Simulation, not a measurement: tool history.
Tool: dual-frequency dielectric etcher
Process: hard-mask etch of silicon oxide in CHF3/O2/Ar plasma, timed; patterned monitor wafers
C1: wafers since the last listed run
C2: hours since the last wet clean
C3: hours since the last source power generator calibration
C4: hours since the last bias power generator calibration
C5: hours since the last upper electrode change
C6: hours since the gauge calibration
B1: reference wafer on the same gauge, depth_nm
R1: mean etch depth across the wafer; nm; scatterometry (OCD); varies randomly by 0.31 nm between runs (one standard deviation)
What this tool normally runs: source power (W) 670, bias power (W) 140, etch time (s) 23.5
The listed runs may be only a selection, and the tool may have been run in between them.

run 1 hour=0.0 | source_power_(W)=670 bias_power_(W)=140 etch_time_(s)=23.5 | C1=0 C2=36.3 C3=2254.9 C4=2079.1 C5=2393.6 C6=704.2 | B1=53.58 | R1=44.82
run 2 hour=12.0 | source_power_(W)=670 bias_power_(W)=140 etch_time_(s)=23.5 | C1=120 C2=48.3 C3=2266.9 C4=2091.1 C5=2405.6 C6=716.2 | B1=53.55 | R1=44.75
run 3 hour=86.2 | source_power_(W)=670 bias_power_(W)=140 etch_time_(s)=23.5 | C1=745 C2=122.5 C3=2341.1 C4=2165.3 C5=2479.8 C6=790.4 | B1=53.63 | R1=45.17
run 4 hour=105.7 | source_power_(W)=670 bias_power_(W)=140 etch_time_(s)=23.5 | C1=195 C2=142.0 C3=2360.6 C4=2184.8 C5=2499.3 C6=809.9 | B1=53.60 | R1=44.84
-- hour=163.3 bias power generator calibrated
run 5 hour=168.8 | source_power_(W)=670 bias_power_(W)=140 etch_time_(s)=23.5 | C1=593 C2=205.1 C3=2423.7 C4=5.5 C5=2562.4 C6=873.0 | B1=53.57 | R1=45.03
-- hour=171.2 gauge calibrated
run 6 hour=196.7 | source_power_(W)=760 bias_power_(W)=140 etch_time_(s)=23.5 | C1=280 C2=233.0 C3=2451.6 C4=33.4 C5=2590.3 C6=25.5 | B1=53.68 | R1=46.42
run 7 hour=223.1 | source_power_(W)=760 bias_power_(W)=140 etch_time_(s)=23.5 | C1=265 C2=259.4 C3=2478.0 C4=59.8 C5=2616.7 C6=51.9 | B1=53.65 | R1=46.98
run 8 hour=253.8 | source_power_(W)=670 bias_power_(W)=140 etch_time_(s)=18.0 | C1=308 C2=290.1 C3=2508.7 C4=90.5 C5=2647.4 C6=82.6 | B1=53.61 | R1=34.51
run 9 hour=271.1 | source_power_(W)=820 bias_power_(W)=111 etch_time_(s)=23.5 | C1=173 C2=307.4 C3=2526.0 C4=107.8 C5=2664.7 C6=99.9 | B1=53.60 | R1=45.68
run 10 hour=285.9 | source_power_(W)=670 bias_power_(W)=140 etch_time_(s)=23.5 | C1=148 C2=322.2 C3=2540.8 C4=122.6 C5=2679.5 C6=114.7 | B1=53.61 | R1=45.45
run 11 hour=303.8 | source_power_(W)=670 bias_power_(W)=140 etch_time_(s)=23.5 | C1=179 C2=340.1 C3=2558.7 C4=140.5 C5=2697.4 C6=132.6 | B1=53.63 | R1=44.54
run 12 hour=326.3 | source_power_(W)=810 bias_power_(W)=113 etch_time_(s)=17.5 | C1=226 C2=362.6 C3=2581.2 C4=163.0 C5=2719.9 C6=155.1 | B1=53.63 | R1=34.43
-- hour=378.1 wet clean of the chamber
run 13 hour=378.6 | source_power_(W)=500 bias_power_(W)=153 etch_time_(s)=30.5 | C1=284 C2=0.5 C3=2633.5 C4=215.3 C5=2772.2 C6=207.4 | B1=53.56 | R1=55.19
run 14 hour=378.9 | source_power_(W)=500 bias_power_(W)=140 etch_time_(s)=23.5 | C1=3 C2=0.8 C3=2633.8 C4=215.6 C5=2772.5 C6=207.7 | B1=53.62 | R1=41.55

What will run 15 give?
run 15 hour=395.3 | source_power_(W)=670 bias_power_(W)=140 etch_time_(s)=23.5 | C1=164 C2=17.2 C3=2650.2 C4=232.0 C5=2788.9 C6=224.1 | B1=? | R1=?

Run 15 produced B1 53.62, R1 45.00 nm.
On a tool with no hidden condition, and with the same random variation, this run would have come out at R1 45.00 nm.
